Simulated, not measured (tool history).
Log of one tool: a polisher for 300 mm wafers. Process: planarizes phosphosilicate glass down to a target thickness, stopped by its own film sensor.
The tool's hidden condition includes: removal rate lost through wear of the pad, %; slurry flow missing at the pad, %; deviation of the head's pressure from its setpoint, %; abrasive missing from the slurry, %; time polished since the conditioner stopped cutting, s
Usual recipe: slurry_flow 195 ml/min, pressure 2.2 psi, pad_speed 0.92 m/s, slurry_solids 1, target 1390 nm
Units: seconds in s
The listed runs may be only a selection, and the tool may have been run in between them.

run,hour,slurry_flow,pressure,pad_speed,slurry_solids,target,wafers since the last listed run,wafers polished on this pad,hours since the slurry nozzle was cleaned,hours since the head pressure was calibrated,hours since the slurry blender was calibrated,hours since the conditioning disc was replaced,"incoming thickness of the incoming film, nm",seconds
1,0,155,2.2,0.72,1,1390,0,1989,660,9.1,549.6,588.4,1842.2,98
# hour 95.7: slurry blender recalibrated
2,104.5,195,2.2,0.92,1,1350,720,2710,764.5,113.6,8.8,692.9,1808.7,80.2
# hour 115.5: conditioning disc replaced and pad reconditioned
# hour 121.9: slurry nozzle cleaned
3,162.9,195,2.2,0.92,1,1350,389,3099,41,172,67.2,47.4,1833.4,85.7
4,267.7,195,2.7,0.92,0.85,1472,736,3836,145.8,276.8,172,152.2,1839.9,58.6
5,311.2,225,2.2,0.92,1,1250,305,4141,189.3,320.3,215.5,195.7,1814.5,96
# hour 378: worn pad replaced by a new one
6,380.7,170,2.2,0.84,1,1390,460,18,258.8,389.8,285,265.2,1859,83.5
7,433.3,195,1.7,0.92,1,1455,369,388,311.4,442.4,337.6,317.8,1827.6,76.2
8,538.1,195,2.2,1.04,1,1390,736,1124,416.2,547.2,442.4,422.6,1861,68.6
9,595,145,1.7,0.62,1,1390,399,1524,473.1,604.1,499.3,479.5,1867.7,139.8
10,647.2,150,2.2,0.92,1.15,1243,366,1891,525.3,656.3,551.5,531.7,1868.2,96.4
11,693.3,195,2.2,0.92,1,1390,323,2215,571.4,702.4,597.6,577.8,1814.9,68.8
12,741.8,155,2.2,0.72,1,1390,340,2556,619.9,750.9,646.1,626.3,1812.4,84.1
13,809.5,195,1.5,0.92,1,1390,475,3032,687.6,818.6,713.8,694,1809.8,96.4
# hour 817.8: conditioning disc replaced and pad reconditioned
14,858,195,2.2,0.92,1,1390,326,3359,736.1,867.1,762.3,40.2,1864.4,77.6
# hour 869.1: slurry blender recalibrated
# hour 901.3: head pressure recalibrated
15,910.8,195,2.2,0.92,1,1390,342,3702,788.9,9.5,41.7,93,1833.4,80.9
# hour 942: slurry nozzle cleaned
16,985.1,195,1.8,0.92,1,1390,515,4217,43.1,83.8,116,167.3,1847.9,104.2
# hour 1047.4: worn pad replaced by a new one
17,1092.5,220,2.2,0.64,1,1338,726,317,150.5,191.2,223.4,274.7,1847.1,113.8
18,1195.9,195,2.2,0.92,1.1,1390,726,1043,253.9,294.6,326.8,378.1,1836.1,69.1
19,1250.3,195,2.2,0.92,0.85,1390,382,1426,308.3,349,381.2,432.5,1850.2,84.9
20,1352.4,160,2.9,0.92,1.1,1335,717,2143,410.4,451.1,483.3,534.6,1800.7,54.9
21,1410.3,195,2.2,0.92,1,1390,406,2550,468.3,509,541.2,592.5,1844.1,75.5
22,1513.9,195,2.2,0.92,1,1390,728,3278,571.9,612.6,644.8,696.1,1825.9,71.6
23,1576.6,235,2.2,0.74,1,1390,440,3719,634.6,675.3,707.5,758.8,1824.3,84.9
# hour 1620: conditioning disc replaced and pad reconditioned
# hour 1644.4: slurry blender recalibrated
24,1646.7,245,2.2,1.06,0.8,1321,464,4183,704.7,745.4,2.3,26.7,1830.9,83.8
# hour 1711.3: worn pad replaced by a new one
# hour 1743.7: head pressure recalibrated
25,1746.4,245,1.8,0.74,0.85,1390,658,232,804.4,2.7,102,126.4,1854.2,129.6

Each row is a separate what-if for the run after 25, all from the same tool condition, not one after another. Results?
A,1746.8,195,2,0.92,1,1390,2,235,804.8,3.1,102.4,126.8,1825.8,?
B,1746.8,255,2.2,0.92,1,1390,2,235,804.8,3.1,102.4,126.8,1825.8,?
C,1746.8,155,2.2,0.8,1,1390,2,235,804.8,3.1,102.4,126.8,1825.8,?
D,1746.8,225,2.2,0.8,0.9,1390,2,235,804.8,3.1,102.4,126.8,1825.8,?

run,seconds
A,83.4
B,73.5
C,87.7
D,89
Without the tool's hidden state the same runs would have given:
run,seconds
A,79.8
B,70.3
C,83.9
D,85.2

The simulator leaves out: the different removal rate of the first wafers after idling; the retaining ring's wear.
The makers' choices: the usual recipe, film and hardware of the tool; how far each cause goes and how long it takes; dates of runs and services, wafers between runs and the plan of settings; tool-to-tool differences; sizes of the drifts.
